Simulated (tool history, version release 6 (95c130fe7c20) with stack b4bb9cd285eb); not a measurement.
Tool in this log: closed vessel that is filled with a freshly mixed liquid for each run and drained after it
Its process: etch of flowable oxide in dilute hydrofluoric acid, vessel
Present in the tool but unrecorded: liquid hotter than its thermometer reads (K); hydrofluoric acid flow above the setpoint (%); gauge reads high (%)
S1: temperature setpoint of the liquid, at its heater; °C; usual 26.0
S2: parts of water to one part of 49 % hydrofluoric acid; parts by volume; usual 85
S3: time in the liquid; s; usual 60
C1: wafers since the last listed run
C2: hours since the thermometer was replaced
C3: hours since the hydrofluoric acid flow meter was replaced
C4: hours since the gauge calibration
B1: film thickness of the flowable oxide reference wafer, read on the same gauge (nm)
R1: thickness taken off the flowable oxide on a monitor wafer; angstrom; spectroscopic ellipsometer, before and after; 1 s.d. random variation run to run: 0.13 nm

{"run": 1, "hour": 0.0, "S1": 24.5, "S2": 85, "S3": 60, "C1": 0, "C2": 1608.3, "C3": 286.9, "C4": 2444.5, "B1": 29.97, "R1": 215.9}
{"run": 2, "hour": 41.3, "S1": 24.5, "S2": 85, "S3": 60, "C1": 5087, "C2": 1649.6, "C3": 328.2, "C4": 2485.8, "B1": 29.99, "R1": 215.8}
{"run": 3, "hour": 90.7, "S1": 24.5, "S2": 85, "S3": 60, "C1": 6085, "C2": 1699.0, "C3": 377.6, "C4": 2535.2, "B1": 30.0, "R1": 214.7}
{"run": 4, "hour": 155.7, "S1": 26.0, "S2": 85, "S3": 60, "C1": 8006, "C2": 1764.0, "C3": 442.6, "C4": 2600.2, "B1": 29.99, "R1": 229.6}
{"run": 5, "hour": 194.9, "S1": 26.0, "S2": 85, "S3": 60, "C1": 4828, "C2": 1803.2, "C3": 481.8, "C4": 2639.4, "B1": 30.03, "R1": 231.8}
{"run": 6, "hour": 288.4, "S1": 26.0, "S2": 85, "S3": 60, "C1": 11517, "C2": 1896.7, "C3": 575.3, "C4": 2732.9, "B1": 29.99, "R1": 235.5}
{"run": 7, "hour": 392.6, "S1": 26.0, "S2": 85, "S3": 60, "C1": 12835, "C2": 2000.9, "C3": 679.5, "C4": 2837.1, "B1": 29.99, "R1": 234.9}
{"run": 8, "hour": 456.1, "S1": 26.0, "S2": 85, "S3": 60, "C1": 7821, "C2": 2064.4, "C3": 743.0, "C4": 2900.6, "B1": 29.98, "R1": 237.9}
{"run": 9, "hour": 538.3, "S1": 26.0, "S2": 85, "S3": 80, "C1": 10125, "C2": 2146.6, "C3": 825.2, "C4": 2982.8, "B1": 30.01, "R1": 317.9}
{"hour": 539.9, "done": "hydrofluoric acid flow meter replaced"}
{"run": 10, "hour": 574.6, "S1": 26.0, "S2": 85, "S3": 80, "C1": 4348, "C2": 2182.9, "C3": 34.7, "C4": 3019.1, "B1": 29.97, "R1": 300.4}
{"run": 11, "hour": 664.5, "S1": 22.5, "S2": 85, "S3": 60, "C1": 11073, "C2": 2272.8, "C3": 124.6, "C4": 3109.0, "B1": 29.98, "R1": 198.0}
{"run": 12, "hour": 831.0, "S1": 22.5, "S2": 85, "S3": 60, "C1": 20509, "C2": 2439.3, "C3": 291.1, "C4": 3275.5, "B1": 30.02, "R1": 200.6}
{"hour": 885.3, "done": "gauge calibrated"}
{"run": 13, "hour": 915.1, "S1": 26.0, "S2": 85, "S3": 75, "C1": 10359, "C2": 2523.4, "C3": 375.2, "C4": 29.8, "B1": 30.01, "R1": 290.7}
{"run": 14, "hour": 1020.7, "S1": 26.0, "S2": 45, "S3": 60, "C1": 13007, "C2": 2629.0, "C3": 480.8, "C4": 135.4, "B1": 30.03, "R1": 464.9}
{"run": 15, "hour": 1063.5, "S1": 26.0, "S2": 60, "S3": 60, "C1": 5272, "C2": 2671.8, "C3": 523.6, "C4": 178.2, "B1": 30.0, "R1": 340.8}
{"run": 16, "hour": 1156.4, "S1": 28.5, "S2": 65, "S3": 95, "C1": 11443, "C2": 2764.7, "C3": 616.5, "C4": 271.1, "B1": 29.99, "R1": 549.5}
{"hour": 1202.4, "done": "thermometer replaced"}
{"run": 17, "hour": 1237.6, "S1": 31.0, "S2": 85, "S3": 40, "C1": 9878, "C2": 35.2, "C3": 697.7, "C4": 352.3, "B1": 29.99, "R1": 189.4}
{"run": 18, "hour": 1303.4, "S1": 26.0, "S2": 85, "S3": 60, "C1": 8105, "C2": 101.0, "C3": 763.5, "C4": 418.1, "B1": 30.03, "R1": 235.9}
{"run": 19, "hour": 1356.0, "S1": 26.0, "S2": 85, "S3": 60, "C1": 6479, "C2": 153.6, "C3": 816.1, "C4": 470.7, "B1": 30.03, "R1": 234.2}
{"hour": 1418.7, "done": "hydrofluoric acid flow meter replaced"}
{"run": 20, "hour": 1549.5, "S1": 28.5, "S2": 85, "S3": 80, "C1": 23711, "C2": 347.1, "C3": 130.8, "C4": 664.2, "B1": 30.01, "R1": 335.7}
{"run": 21, "hour": 1590.2, "S1": 26.0, "S2": 70, "S3": 60, "C1": 5013, "C2": 387.8, "C3": 171.5, "C4": 704.9, "B1": 30.01, "R1": 280.6}
{"run": 22, "hour": 1674.7, "S1": 21.5, "S2": 50, "S3": 60, "C1": 10408, "C2": 472.3, "C3": 256.0, "C4": 789.4, "B1": 30.02, "R1": 337.6}
{"run": 23, "hour": 1737.4, "S1": 30.0, "S2": 70, "S3": 60, "C1": 7723, "C2": 535.0, "C3": 318.7, "C4": 852.1, "B1": 30.0, "R1": 336.5}

What will run 24 give?
{"run": 24, "hour": 1796.9, "S1": 26.0, "S2": 110, "S3": 60, "C1": 7329, "C2": 594.5, "C3": 378.2, "C4": 911.6, "B1": "?", "R1": "?"}

{"run 24": {"B1": 30.01, "R1": 173.8}}
If the tool had no hidden condition, the same run with the same run-to-run variation would have returned R1 168.3 angstrom.
